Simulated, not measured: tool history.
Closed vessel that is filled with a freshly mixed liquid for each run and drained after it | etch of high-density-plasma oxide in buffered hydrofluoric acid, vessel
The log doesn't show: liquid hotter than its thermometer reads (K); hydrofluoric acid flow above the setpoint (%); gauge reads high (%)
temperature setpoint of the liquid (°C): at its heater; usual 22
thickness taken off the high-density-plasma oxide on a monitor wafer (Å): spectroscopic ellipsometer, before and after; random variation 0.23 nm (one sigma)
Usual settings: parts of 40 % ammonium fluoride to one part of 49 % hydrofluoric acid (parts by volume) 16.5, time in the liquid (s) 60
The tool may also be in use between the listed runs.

| run | day | temperature setpoint of the liquid (°C) | parts of 40 % ammonium fluoride to one part of 49 % hydrofluoric acid (parts by volume) | time in the liquid (s) | wafers since the last listed run | hours since the thermometer was replaced | hours since the hydrofluoric acid flow meter was replaced | hours since the gauge calibration | read-back film thickness of the high-density-plasma oxide reference wafer, read on the same gauge (nm) | thickness taken off the high-density-plasma oxide on a monitor wafer (Å) |
|---|---|---|---|---|---|---|---|---|---|---|
| 1 | 0.000 | 22 | 16.5 | 60 | 0 | 1068.1 | 858.9 | 191.5 | 109.98 | 486.5 |
| 2 | 0.592 | 22 | 16.5 | 60 | 1583 | 1082.3 | 873.1 | 205.7 | 110.00 | 485.1 |
| 3 | 1.225 | 22 | 16.5 | 60 | 1694 | 1097.5 | 888.3 | 220.9 | 109.98 | 482.7 |
| 4 | 2.196 | 22 | 21.5 | 60 | 2597 | 1120.8 | 911.6 | 244.2 | 109.98 | 371.4 |
| 5 | 3.033 | 22 | 21.5 | 60 | 2241 | 1140.9 | 931.7 | 264.3 | 110.00 | 374.9 |
| 6 | 3.562 | 22 | 21.5 | 60 | 1416 | 1153.6 | 944.4 | 277.0 | 110.01 | 373.4 |
| 7 | 4.367 | 22 | 16.5 | 60 | 2151 | 1172.9 | 963.7 | 296.3 | 110.01 | 485.3 |
|  | 4.388 | gauge calibrated |
| 8 | 4.888 | 22 | 16.5 | 60 | 1393 | 1185.4 | 976.2 | 12.0 | 110.00 | 487.7 |
| 9 | 5.638 | 20 | 13.0 | 60 | 2006 | 1203.4 | 994.2 | 30.0 | 110.01 | 550.4 |
|  | 5.696 | thermometer replaced |
| 10 | 6.508 | 22 | 16.5 | 60 | 2218 | 19.5 | 1015.1 | 50.9 | 110.01 | 495.2 |
| 11 | 7.075 | 17 | 19.0 | 95 | 1516 | 33.1 | 1028.7 | 64.5 | 110.03 | 514.5 |
|  | 7.488 | hydrofluoric acid flow meter replaced |
| 12 | 8.388 | 26 | 16.5 | 30 | 3400 | 64.6 | 21.6 | 96.0 | 109.98 | 279.4 |
| 13 | 9.154 | 18 | 19.0 | 60 | 2051 | 83.0 | 40.0 | 114.4 | 110.02 | 311.6 |
| 14 | 10.438 | 22 | 18.5 | 75 | 3434 | 113.8 | 70.8 | 145.2 | 109.99 | 502.8 |

3 ways to go on from here, each from the tool as it stands after run 14. What would each give?
| A | 10.467 | 22 | 16.5 | 60 | 78 | 114.5 | 71.5 | 145.9 | ? | ? |
| B | 10.467 | 19 | 16.5 | 85 | 78 | 114.5 | 71.5 | 145.9 | ? | ? |
| C | 10.467 | 26 | 16.5 | 40 | 78 | 114.5 | 71.5 | 145.9 | ? | ? |

| run | read-back film thickness of the high-density-plasma oxide reference wafer, read on the same gauge (nm) | thickness taken off the high-density-plasma oxide on a monitor wafer (Å) |
|---|---|---|
| A | 109.99 | 450.4 |
| B | 109.99 | 539.5 |
| C | 109.99 | 373.6 |
Without the tool's hidden state the same runs would have given:
| run | thickness taken off the high-density-plasma oxide on a monitor wafer (Å) |
|---|---|
| A | 439.4 |
| B | 526.3 |
| C | 364.5 |
